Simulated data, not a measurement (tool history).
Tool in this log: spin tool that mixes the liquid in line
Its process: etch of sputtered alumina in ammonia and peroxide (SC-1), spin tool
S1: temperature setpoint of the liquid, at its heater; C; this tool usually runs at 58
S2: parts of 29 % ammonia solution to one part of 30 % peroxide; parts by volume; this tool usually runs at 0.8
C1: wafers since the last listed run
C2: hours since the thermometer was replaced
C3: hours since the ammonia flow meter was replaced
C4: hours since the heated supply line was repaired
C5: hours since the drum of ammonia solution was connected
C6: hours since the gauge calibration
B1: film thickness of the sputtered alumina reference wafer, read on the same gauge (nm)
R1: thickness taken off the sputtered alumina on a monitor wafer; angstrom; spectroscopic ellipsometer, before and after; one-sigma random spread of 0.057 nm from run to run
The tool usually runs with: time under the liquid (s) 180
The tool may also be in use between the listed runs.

{"run": 1, "hour": 0.0, "S1": 58, "S2": 0.8, "time under the liquid (s)": 180, "C1": 0, "C2": 354.4, "C3": 70.5, "C4": 1148.6, "C5": 229.3, "C6": 852.1, "B1": 130.02, "R1": 163.3}
{"run": 2, "hour": 64.6, "S1": 58, "S2": 0.8, "time under the liquid (s)": 180, "C1": 304, "C2": 419, "C3": 135.1, "C4": 1213.2, "C5": 293.9, "C6": 916.7, "B1": 129.99, "R1": 163.5}
{"run": 3, "hour": 130.1, "S1": 58, "S2": 0.8, "time under the liquid (s)": 180, "C1": 309, "C2": 484.5, "C3": 200.6, "C4": 1278.7, "C5": 359.4, "C6": 982.2, "B1": 129.96, "R1": 163.6}
{"run": 4, "hour": 201.5, "S1": 58, "S2": 0.8, "time under the liquid (s)": 180, "C1": 336, "C2": 555.9, "C3": 272, "C4": 1350.1, "C5": 430.8, "C6": 1053.6, "B1": 129.99, "R1": 163.3}
{"hour": 223.6, "done": "new drum of ammonia solution connected"}
{"run": 5, "hour": 269.4, "S1": 58, "S2": 1.1, "time under the liquid (s)": 180, "C1": 315, "C2": 623.8, "C3": 339.9, "C4": 1418, "C5": 45.8, "C6": 1121.5, "B1": 129.99, "R1": 169.5}
{"run": 6, "hour": 314.0, "S1": 58, "S2": 0.8, "time under the liquid (s)": 180, "C1": 210, "C2": 668.4, "C3": 384.5, "C4": 1462.6, "C5": 90.4, "C6": 1166.1, "B1": 129.97, "R1": 164.4}
{"run": 7, "hour": 353.8, "S1": 58, "S2": 0.8, "time under the liquid (s)": 180, "C1": 187, "C2": 708.2, "C3": 424.3, "C4": 1502.4, "C5": 130.2, "C6": 1205.9, "B1": 129.98, "R1": 164.1}
{"run": 8, "hour": 392.2, "S1": 64, "S2": 0.8, "time under the liquid (s)": 180, "C1": 181, "C2": 746.6, "C3": 462.7, "C4": 1540.8, "C5": 168.6, "C6": 1244.3, "B1": 130, "R1": 222.9}
{"hour": 434.5, "done": "gauge calibrated"}
{"run": 9, "hour": 444.3, "S1": 58, "S2": 0.8, "time under the liquid (s)": 120, "C1": 245, "C2": 798.7, "C3": 514.8, "C4": 1592.9, "C5": 220.7, "C6": 9.8, "B1": 130.02, "R1": 109.5}
{"run": 10, "hour": 511.1, "S1": 58, "S2": 0.8, "time under the liquid (s)": 120, "C1": 315, "C2": 865.5, "C3": 581.6, "C4": 1659.7, "C5": 287.5, "C6": 76.6, "B1": 130.01, "R1": 108.4}
{"run": 11, "hour": 565.9, "S1": 58, "S2": 0.8, "time under the liquid (s)": 120, "C1": 258, "C2": 920.3, "C3": 636.4, "C4": 1714.5, "C5": 342.3, "C6": 131.4, "B1": 130.01, "R1": 108.5}
{"run": 12, "hour": 625.7, "S1": 58, "S2": 0.8, "time under the liquid (s)": 180, "C1": 282, "C2": 980.1, "C3": 696.2, "C4": 1774.3, "C5": 402.1, "C6": 191.2, "B1": 130.01, "R1": 162.3}
{"hour": 628.4, "done": "new drum of ammonia solution connected"}
{"hour": 665.6, "done": "heated supply line repaired"}
{"run": 13, "hour": 693.7, "S1": 49, "S2": 0.6, "time under the liquid (s)": 125, "C1": 311, "C2": 1048.1, "C3": 764.2, "C4": 28.1, "C5": 65.3, "C6": 259.2, "B1": 130.01, "R1": 68.9}
{"run": 14, "hour": 742.1, "S1": 66, "S2": 0.8, "time under the liquid (s)": 180, "C1": 228, "C2": 1096.5, "C3": 812.6, "C4": 76.5, "C5": 113.7, "C6": 307.6, "B1": 129.99, "R1": 247.3}
{"run": 15, "hour": 801.3, "S1": 58, "S2": 0.8, "time under the liquid (s)": 215, "C1": 279, "C2": 1155.7, "C3": 871.8, "C4": 135.7, "C5": 172.9, "C6": 366.8, "B1": 129.98, "R1": 196}
{"run": 16, "hour": 865.1, "S1": 58, "S2": 0.6, "time under the liquid (s)": 95, "C1": 301, "C2": 1219.5, "C3": 935.6, "C4": 199.5, "C5": 236.7, "C6": 430.6, "B1": 130.01, "R1": 83.9}
{"run": 17, "hour": 889.4, "S1": 64, "S2": 0.8, "time under the liquid (s)": 75, "C1": 114, "C2": 1243.8, "C3": 959.9, "C4": 223.8, "C5": 261, "C6": 454.9, "B1": 130.02, "R1": 92.5}
{"hour": 937.6, "done": "thermometer replaced"}
{"run": 18, "hour": 953.8, "S1": 61.5, "S2": 1.05, "time under the liquid (s)": 290, "C1": 299, "C2": 16.2, "C3": 1024.3, "C4": 288.2, "C5": 325.4, "C6": 519.3, "B1": 130.02, "R1": 322.3}
{"hour": 966.1, "done": "ammonia flow meter replaced"}
{"run": 19, "hour": 979.2, "S1": 58, "S2": 0.95, "time under the liquid (s)": 220, "C1": 115, "C2": 41.6, "C3": 13.1, "C4": 313.6, "C5": 350.8, "C6": 544.7, "B1": 130.01, "R1": 202.7}
{"run": 20, "hour": 1017.4, "S1": 58, "S2": 1, "time under the liquid (s)": 280, "C1": 180, "C2": 79.8, "C3": 51.3, "C4": 351.8, "C5": 389, "C6": 582.9, "B1": 129.99, "R1": 258.8}
{"hour": 1034.9, "done": "new drum of ammonia solution connected"}
{"run": 21, "hour": 1066.6, "S1": 48.5, "S2": 0.8, "time under the liquid (s)": 180, "C1": 227, "C2": 129, "C3": 100.5, "C4": 401, "C5": 31.7, "C6": 632.1, "B1": 130, "R1": 98.8}
{"run": 22, "hour": 1160.8, "S1": 64, "S2": 1.1, "time under the liquid (s)": 110, "C1": 444, "C2": 223.2, "C3": 194.7, "C4": 495.2, "C5": 125.9, "C6": 726.3, "B1": 130.02, "R1": 140.8}
{"run": 23, "hour": 1213.1, "S1": 50.5, "S2": 0.8, "time under the liquid (s)": 275, "C1": 246, "C2": 275.5, "C3": 247, "C4": 547.5, "C5": 178.2, "C6": 778.6, "B1": 130.03, "R1": 166.9}
{"run": 24, "hour": 1262.2, "S1": 58, "S2": 0.8, "time under the liquid (s)": 180, "C1": 231, "C2": 324.6, "C3": 296.1, "C4": 596.6, "C5": 227.3, "C6": 827.7, "B1": 129.98, "R1": 164.2}
{"run": 25, "hour": 1295.1, "S1": 58, "S2": 0.8, "time under the liquid (s)": 180, "C1": 155, "C2": 357.5, "C3": 329, "C4": 629.5, "C5": 260.2, "C6": 860.6, "B1": 129.98, "R1": 163.7}

Predict each of these 3 candidate next runs independently; none follows another, all start after run 25:
{"run": "A", "hour": 1295.6, "S1": 58, "S2": 0.8, "time under the liquid (s)": 180, "C1": 2, "C2": 358, "C3": 329.5, "C4": 630, "C5": 260.7, "C6": 861.1, "B1": "?", "R1": "?"}
{"run": "B", "hour": 1295.6, "S1": 58, "S2": 1.1, "time under the liquid (s)": 140, "C1": 2, "C2": 358, "C3": 329.5, "C4": 630, "C5": 260.7, "C6": 861.1, "B1": "?", "R1": "?"}
{"run": "C", "hour": 1295.6, "S1": 49, "S2": 1, "time under the liquid (s)": 210, "C1": 2, "C2": 358, "C3": 329.5, "C4": 630, "C5": 260.7, "C6": 861.1, "B1": "?", "R1": "?"}

run=A B1=130.02 R1=163.9
run=B B1=130.02 R1=131.4
run=C B1=130.02 R1=120.5
Take away the tool's hidden state, keep each run's random variation, and the runs would have read:
run=A R1=165.3
run=B R1=132.5
run=C R1=121.6
